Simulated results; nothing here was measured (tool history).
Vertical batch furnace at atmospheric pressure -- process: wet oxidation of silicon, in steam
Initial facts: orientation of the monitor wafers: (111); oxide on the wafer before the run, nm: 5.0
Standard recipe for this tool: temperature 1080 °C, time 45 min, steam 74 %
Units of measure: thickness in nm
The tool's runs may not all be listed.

run,hour,temperature,time,steam,wafers since the last listed run,hours since the last temperature calibration,hours since the steam generator was serviced,hours since the gauge calibration,"read-back reference wafer on the same gauge, thickness",thickness
1,0,1080,45,69,0,1418.7,2580.5,1602.1,601.69,559.83
2,62.4,1080,45,81,814,1481.1,2642.9,1664.5,601.51,613.65
3,117.4,1080,45,81,717,1536.1,2697.9,1719.5,601.39,611.87
4,197.6,1072,45,74,1046,1616.3,2778.1,1799.7,600.88,563.99
5,294.4,1080,45,74,1263,1713.1,2874.9,1896.5,601.49,578.74
6,331.5,1080,45,74,484,1750.2,2912,1933.6,601.34,581.35
7,417.2,1080,45,74,1118,1835.9,2997.7,2019.3,600.89,585.55
8,512.8,1080,45,74,1247,1931.5,3093.3,2114.9,602.28,583.62
9,598.5,1080,45,74,1118,2017.2,3179,2200.6,601.9,581.93
10,668.7,1080,45,74,916,2087.4,3249.2,2270.8,601.76,585.29
11,721.2,1080,45,74,685,2139.9,3301.7,2323.3,601.06,582.01
12,818.8,1080,45,74,1274,2237.5,3399.3,2420.9,600.64,580.86
# hour 832.2: gauge calibrated
13,899.2,1080,55.5,74,1049,2317.9,3479.7,67,601.04,650.38
14,970.5,1080,55.5,74,930,2389.2,3551,138.3,600.14,656.27
15,1041,1080,55.5,74,920,2459.7,3621.5,208.8,602.35,658.89
16,1123,1080,45,74,1070,2541.7,3703.5,290.8,601.47,585.56
17,1223.3,1080,45,74,1309,2642,3803.8,391.1,600.56,586.27
18,1261.7,1072,45,74,501,2680.4,3842.2,429.5,600.54,567.51
# hour 1295.1: steam generator serviced
19,1332.4,1071,25.5,74,609,2751.1,37.3,500.2,601.47,420.46
20,1379.1,1080,45,68,609,2797.8,84,546.9,600.57,572.64
21,1428.5,1103,45,62,644,2847.2,133.4,596.3,600.87,593.01
22,1468.9,1080,32.5,74,527,2887.6,173.8,636.7,600.56,501.88
23,1509.7,1080,45,74,532,2928.4,214.6,677.5,600.72,600.84
# hour 1556.3: thermocouples replaced and temperature profile calibrated
24,1606.4,1089,45,78,949,50.1,311.3,774.2,600.91,624.89
25,1685.1,1080,30.5,68,1027,128.8,390,852.9,600.96,450.98
26,1745.8,1092,37.5,86,792,189.5,450.7,913.6,601.3,604.7
27,1806.6,1080,45,74,793,250.3,511.5,974.4,601.69,586.4
28,1877.6,1066,39,62,926,321.3,582.5,1045.4,600.75,463.27
29,1927.1,1104,59,74,646,370.8,632,1094.9,600.89,735.97
30,1981.7,1090,63,74,712,425.4,686.6,1149.5,600.36,730.42
31,2049.7,1069,45,78,887,493.4,754.6,1217.5,601.57,578.62
32,2124.9,1080,45,74,981,568.6,829.8,1292.7,600.64,588.18
33,2170,1080,45,74,588,613.7,874.9,1337.8,600.87,583.34
34,2270.5,1090,38,84,1311,714.2,975.4,1438.3,601.39,594.72
35,2334.6,1059,45,78,836,778.3,1039.5,1502.4,600.65,551.99
36,2379.5,1055,36,74,586,823.2,1084.4,1547.3,600.77,463.9
37,2459.3,1080,52.5,74,1041,903,1164.2,1627.1,600.99,640.63
38,2540,1095,63,80,1053,983.7,1244.9,1707.8,600.91,772.05
39,2636,1091,45,74,1253,1079.7,1340.9,1803.8,601.11,611.16

Some steps in thickness between neighbouring runs. How much of each would the tool show without its hidden state too (settings, what came in, random variation), and how much is left for the hidden state, with any gauge scatter that isn't in both results?
The hidden state here: true tube temperature minus thermocouple reading, K; steam share off its setpoint, % of the setpoint; gauge reads high (%).
Run 18 -> 19: temperature 1072 -> 1071, time 45 -> 25.5, steam generator serviced. thickness -147.05 nm: hidden state +13.85, all else -160.9.
Run 23 -> 24: temperature 1080 -> 1089, steam 74 -> 78, thermocouples replaced and temperature profile calibrated. thickness +24.05 nm: hidden state -11.63, all else +35.68.
Run 24 -> 25: temperature 1089 -> 1080, time 45 -> 30.5, steam 78 -> 68. thickness -173.91 nm: hidden state +0.32, all else -174.23.
Run 28 -> 29: temperature 1066 -> 1104, time 39 -> 59, steam 62 -> 74. thickness +272.7 nm: hidden state -2.05, all else +274.75.
Run 36 -> 37: temperature 1055 -> 1080, time 36 -> 52.5. thickness +176.73 nm: hidden state -1.73, all else +178.46.
